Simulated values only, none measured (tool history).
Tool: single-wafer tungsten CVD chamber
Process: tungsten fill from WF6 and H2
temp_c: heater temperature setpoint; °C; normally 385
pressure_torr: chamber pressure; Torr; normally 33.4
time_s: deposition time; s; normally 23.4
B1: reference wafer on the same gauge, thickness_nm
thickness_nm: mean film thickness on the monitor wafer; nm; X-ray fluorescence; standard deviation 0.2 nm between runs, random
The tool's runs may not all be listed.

run 1 hour=0 | temp_c=385 pressure_torr=33.4 time_s=19.9 | B1=53.265 | thickness_nm=46.082
run 2 hour=11.5 | temp_c=385 pressure_torr=33.4 time_s=19.9 | B1=53.307 | thickness_nm=46.264
run 3 hour=18.3 | temp_c=380 pressure_torr=33.4 time_s=23.4 | B1=53.369 | thickness_nm=49.336
run 4 hour=26.4 | temp_c=380 pressure_torr=33.4 time_s=23.4 | B1=53.293 | thickness_nm=49.415
run 5 hour=39.5 | temp_c=380 pressure_torr=33.4 time_s=23.4 | B1=53.185 | thickness_nm=49.232
run 6 hour=49.6 | temp_c=391 pressure_torr=27.3 time_s=23.4 | B1=53.269 | thickness_nm=52.815
run 7 hour=61.8 | temp_c=391 pressure_torr=27.3 time_s=23.4 | B1=53.359 | thickness_nm=53.548
run 8 hour=69 | temp_c=391 pressure_torr=27.3 time_s=23.4 | B1=53.348 | thickness_nm=52.805
run 9 hour=84 | temp_c=385 pressure_torr=33.4 time_s=22.1 | B1=53.266 | thickness_nm=51.815
run 10 hour=96.7 | temp_c=385 pressure_torr=33.4 time_s=22.1 | B1=53.292 | thickness_nm=51.675
run 11 hour=102.7 | temp_c=385 pressure_torr=33.4 time_s=22.1 | B1=53.299 | thickness_nm=51.512
run 12 hour=120 | temp_c=385 pressure_torr=35.4 time_s=26.3 | B1=53.355 | thickness_nm=64.013
run 13 hour=130.6 | temp_c=385 pressure_torr=33.4 time_s=26.7 | B1=53.289 | thickness_nm=62.487
run 14 hour=142.4 | temp_c=385 pressure_torr=33.4 time_s=26.7 | B1=53.378 | thickness_nm=62.616
run 15 hour=158.1 | temp_c=385 pressure_torr=33.4 time_s=26.7 | B1=53.287 | thickness_nm=63.149
run 16 hour=164.6 | temp_c=385 pressure_torr=33.4 time_s=23.4 | B1=53.331 | thickness_nm=55.003
run 17 hour=173.7 | temp_c=385 pressure_torr=30.3 time_s=24.6 | B1=53.3 | thickness_nm=54.333
run 18 hour=181.3 | temp_c=385 pressure_torr=31.2 time_s=23.4 | B1=53.255 | thickness_nm=52.515
run 19 hour=200 | temp_c=385 pressure_torr=33.4 time_s=19.4 | B1=53.311 | thickness_nm=46.01
run 20 hour=212.5 | temp_c=391 pressure_torr=33.4 time_s=19.3 | B1=53.274 | thickness_nm=51.362
run 21 hour=229.2 | temp_c=385 pressure_torr=33.4 time_s=22.1 | B1=53.364 | thickness_nm=49.559
run 22 hour=233 | temp_c=392 pressure_torr=33.4 time_s=26.5 | B1=53.225 | thickness_nm=67.637
run 23 hour=247.6 | temp_c=379 pressure_torr=33.4 time_s=23.4 | B1=53.388 | thickness_nm=46.303
run 24 hour=256 | temp_c=377 pressure_torr=41 time_s=20 | B1=53.286 | thickness_nm=43.089
run 25 hour=272.7 | temp_c=385 pressure_torr=25.1 time_s=23.4 | B1=53.389 | thickness_nm=42.156
run 26 hour=274.7 | temp_c=374 pressure_torr=28.9 time_s=23.4 | B1=53.342 | thickness_nm=37.349
run 27 hour=284.2 | temp_c=373 pressure_torr=28 time_s=23.4 | B1=53.33 | thickness_nm=36.081
run 28 hour=296.9 | temp_c=391 pressure_torr=27.3 time_s=23.4 | B1=53.276 | thickness_nm=50.883
run 29 hour=310.2 | temp_c=385 pressure_torr=33.4 time_s=23.4 | B1=53.314 | thickness_nm=52.222
run 30 hour=321.5 | temp_c=371 pressure_torr=33.4 time_s=25.9 | B1=53.226 | thickness_nm=43.285
run 31 hour=329.7 | temp_c=385 pressure_torr=33.4 time_s=20.8 | B1=53.382 | thickness_nm=46.482
run 32 hour=341.7 | temp_c=374 pressure_torr=30.2 time_s=27.7 | B1=53.336 | thickness_nm=46.065

Taken out of this log: 5 entries between the listed runs. Where each belongs, and how the hidden state differs across it:
Run 7 -> run 8: gauge calibrated (hour 63.2)
  true pressure above the setpoint (%): 6.76 -> 6.84
  the result without the hidden state subtracted from the measured one, thickness_nm: +2.331 -> +2.327 nm
Run 18 -> run 19: thermocouple changed; heater temperature recalibrated (hour 199.5)
  true pressure above the setpoint (%): 8.3 -> 8.56
  the result without the hidden state subtracted from the measured one, thickness_nm: +2.732 -> +2.453 nm
Run 20 -> run 21: capacitance manometer re-zeroed and calibrated (hour 228.7)
  true pressure above the setpoint (%): 8.73 -> -0.0462
  the result without the hidden state subtracted from the measured one, thickness_nm: +2.789 -> -0.016 nm
Run 24 -> run 25: gauge calibrated (hour 268.3); showerhead replaced (hour 272.2)
  true pressure above the setpoint (%): -0.0418 -> -0.0348
  the result without the hidden state subtracted from the measured one, thickness_nm: -0.012 -> -0.011 nm
